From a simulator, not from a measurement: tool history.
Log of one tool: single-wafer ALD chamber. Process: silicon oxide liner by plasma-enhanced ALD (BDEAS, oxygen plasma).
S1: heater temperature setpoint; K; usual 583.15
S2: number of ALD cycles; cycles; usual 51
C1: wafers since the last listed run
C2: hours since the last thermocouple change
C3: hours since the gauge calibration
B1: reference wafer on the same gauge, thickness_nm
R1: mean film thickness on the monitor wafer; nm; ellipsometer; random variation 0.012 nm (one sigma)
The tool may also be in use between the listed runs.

{"run": 1, "day": 0.0, "S1": 587.15, "S2": 51, "C1": 0, "C2": 1329.4, "C3": 78.8, "B1": 5.873, "R1": 4.906}
{"run": 2, "day": 0.483, "S1": 572.15, "S2": 51, "C1": 107, "C2": 1341, "C3": 90.4, "B1": 5.869, "R1": 5.003}
{"run": 3, "day": 1.1, "S1": 572.15, "S2": 51, "C1": 136, "C2": 1355.8, "C3": 105.2, "B1": 5.872, "R1": 5.011}
{"run": 4, "day": 1.6, "S1": 572.15, "S2": 51, "C1": 110, "C2": 1367.8, "C3": 117.2, "B1": 5.87, "R1": 5.022}
{"run": 5, "day": 1.854, "S1": 592.15, "S2": 51, "C1": 56, "C2": 1373.9, "C3": 123.3, "B1": 5.871, "R1": 4.875}
{"run": 6, "day": 2.242, "S1": 592.15, "S2": 51, "C1": 85, "C2": 1383.2, "C3": 132.6, "B1": 5.872, "R1": 4.872}
{"run": 7, "day": 2.704, "S1": 592.15, "S2": 51, "C1": 102, "C2": 1394.3, "C3": 143.7, "B1": 5.869, "R1": 4.87}
{"run": 8, "day": 3.117, "S1": 583.15, "S2": 51, "C1": 91, "C2": 1404.2, "C3": 153.6, "B1": 5.872, "R1": 4.937}
{"run": 9, "day": 3.612, "S1": 572.15, "S2": 51, "C1": 109, "C2": 1416.1, "C3": 165.5, "B1": 5.869, "R1": 4.992}
{"day": 3.958, "done": "gauge calibrated"}
{"run": 10, "day": 4.121, "S1": 575.15, "S2": 41, "C1": 112, "C2": 1428.3, "C3": 3.9, "B1": 5.873, "R1": 3.982}
{"run": 11, "day": 4.408, "S1": 578.15, "S2": 56, "C1": 63, "C2": 1435.2, "C3": 10.8, "B1": 5.87, "R1": 5.444}
{"day": 5.225, "done": "thermocouple changed; heater temperature recalibrated"}
{"run": 12, "day": 5.246, "S1": 579.15, "S2": 51, "C1": 111, "C2": 0.5, "C3": 30.9, "B1": 5.871, "R1": 4.94}
{"run": 13, "day": 5.721, "S1": 594.15, "S2": 51, "C1": 105, "C2": 11.9, "C3": 42.3, "B1": 5.871, "R1": 4.882}
{"run": 14, "day": 6.396, "S1": 578.15, "S2": 44, "C1": 149, "C2": 28.1, "C3": 58.5, "B1": 5.872, "R1": 4.271}
{"run": 15, "day": 6.738, "S1": 583.15, "S2": 51, "C1": 75, "C2": 36.3, "C3": 66.7, "B1": 5.869, "R1": 4.937}

Forecast each of these 4 alternatives for the next run:
{"run": "A", "day": 6.758, "S1": 583.15, "S2": 45, "C1": 4, "C2": 36.8, "C3": 67.2, "B1": "?", "R1": "?"}
{"run": "B", "day": 6.758, "S1": 579.15, "S2": 54, "C1": 4, "C2": 36.8, "C3": 67.2, "B1": "?", "R1": "?"}
{"run": "C", "day": 6.758, "S1": 575.15, "S2": 58, "C1": 4, "C2": 36.8, "C3": 67.2, "B1": "?", "R1": "?"}
{"run": "D", "day": 6.758, "S1": 583.15, "S2": 47, "C1": 4, "C2": 36.8, "C3": 67.2, "B1": "?", "R1": "?"}

run=A B1=5.87 R1=4.341
run=B B1=5.87 R1=5.236
run=C B1=5.87 R1=5.652
run=D B1=5.87 R1=4.534
Without the tool's hidden state the same runs would have given:
run=A R1=4.341
run=B R1=5.236
run=C R1=5.652
run=D R1=4.534
